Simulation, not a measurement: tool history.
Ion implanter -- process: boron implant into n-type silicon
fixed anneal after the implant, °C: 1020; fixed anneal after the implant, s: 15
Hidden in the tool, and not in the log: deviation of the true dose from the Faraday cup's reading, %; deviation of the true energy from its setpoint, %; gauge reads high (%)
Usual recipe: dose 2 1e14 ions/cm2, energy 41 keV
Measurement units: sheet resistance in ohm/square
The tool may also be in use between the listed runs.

run	hour	dose	energy	wafers since the last listed run	hours since the last dose calibration	hours since the extraction supply was calibrated	hours since the gauge calibration	read-back reference wafer on the same gauge, sheet resistance	sheet resistance
1	0	1.82	33.5	0	642.5	5103.1	570.5	481.49	465.7
2	26.3	2	41	276	668.8	5129.4	596.8	481.88	416.32
3	44.1	2	41	186	686.6	5147.2	614.6	480.43	422.46
4	116.1	2	41	755	758.6	5219.2	686.6	479.92	417.38
5	131.1	2	41	157	773.6	5234.2	701.6	480.83	421.93
6	157.1	2	41	272	799.6	5260.2	727.6	481	419.71
7	183.1	2	41	272	825.6	5286.2	753.6	480.46	416.69
8	214	2.2	41	324	856.5	5317.1	784.5	480.86	391.8
# hour 225.7: Faraday cup replaced and dose calibrated
9	244.9	2.2	41	240	19.2	5348	815.4	480.66	403.72
10	341.3	2.2	41	1011	115.6	5444.4	911.8	482.22	400.27
11	361.6	2	41	213	135.9	5464.7	932.1	480.57	429.55
12	384.3	2	41	238	158.6	5487.4	954.8	481.19	425.68
13	410.2	2	41	271	184.5	5513.3	980.7	481.23	428.18
# hour 425.8: extraction supply calibrated
14	430.4	2	41	128	204.7	4.6	1000.9	481.2	425.42
# hour 439.8: gauge calibrated
15	443.3	2	41	135	217.6	17.5	3.5	480.75	424.45
16	471.5	2	41	295	245.8	45.7	31.7	481.33	423.95
17	494.1	2.48	32	237	268.4	68.3	54.3	481.71	370.74
18	508	1.75	48	145	282.3	82.2	68.2	480.99	454.98
19	529.9	1.52	31.5	229	304.2	104.1	90.1	481.43	541.75
20	554.9	1.73	47.5	262	329.2	129.1	115.1	480.41	462.53
21	584.3	2	41	308	358.6	158.5	144.5	481.27	424.82
22	605.4	2	41	221	379.7	179.6	165.6	480.79	425.11
23	641	2.49	34	373	415.3	215.2	201.2	480.89	366.12
24	670.6	2	41	310	444.9	244.8	230.8	480.58	422.3
25	690	2.57	53	203	464.3	264.2	250.2	480.65	337.61
26	705.5	1.61	41	162	479.8	279.7	265.7	481.97	497.69
27	731.3	1.65	29	270	505.6	305.5	291.5	479.55	507.26
28	753.4	2	41	231	527.7	327.6	313.6	480.21	422.12
29	776.7	2.27	31.5	244	551	350.9	336.9	481.18	395.33
30	804.1	2	54.5	287	578.4	378.3	364.3	480.79	406.03
31	828.6	2	52.5	257	602.9	402.8	388.8	480.82	408.54
32	843.1	2.29	41	152	617.4	417.3	403.3	480.69	380.32
33	873.8	2.26	55	322	648.1	448	434	480.7	367.82
34	900.2	1.66	28.5	277	674.5	474.4	460.4	481.84	512.2
35	923.5	2	41	244	697.8	497.7	483.7	481.06	417.28
36	937	1.51	53.5	141	711.3	511.2	497.2	480.3	497.6
37	952.9	2	41	166	727.2	527.1	513.1	481.52	418.56

Per-run results on a tool with no hidden state, each run keeping its own random variation:
run	sheet resistance
1	481.43
2	430.36
3	436.82
4	431.93
5	436.7
6	434.52
7	431.48
8	405.98
9	405.27
10	405.84
11	436.2
12	433.05
13	436.4
14	434.17
15	433.54
16	433.74
17	380.2
18	466.05
19	555.98
20	474.77
21	436.95
22	437.59
23	377.8
24	435.61
25	348.57
26	513.49
27	524.48
28	436.35
29	409.42
30	419.8
31	422.62
32	394.05
33	380.93
34	531.32
35	432.6
36	514.99
37	434.08
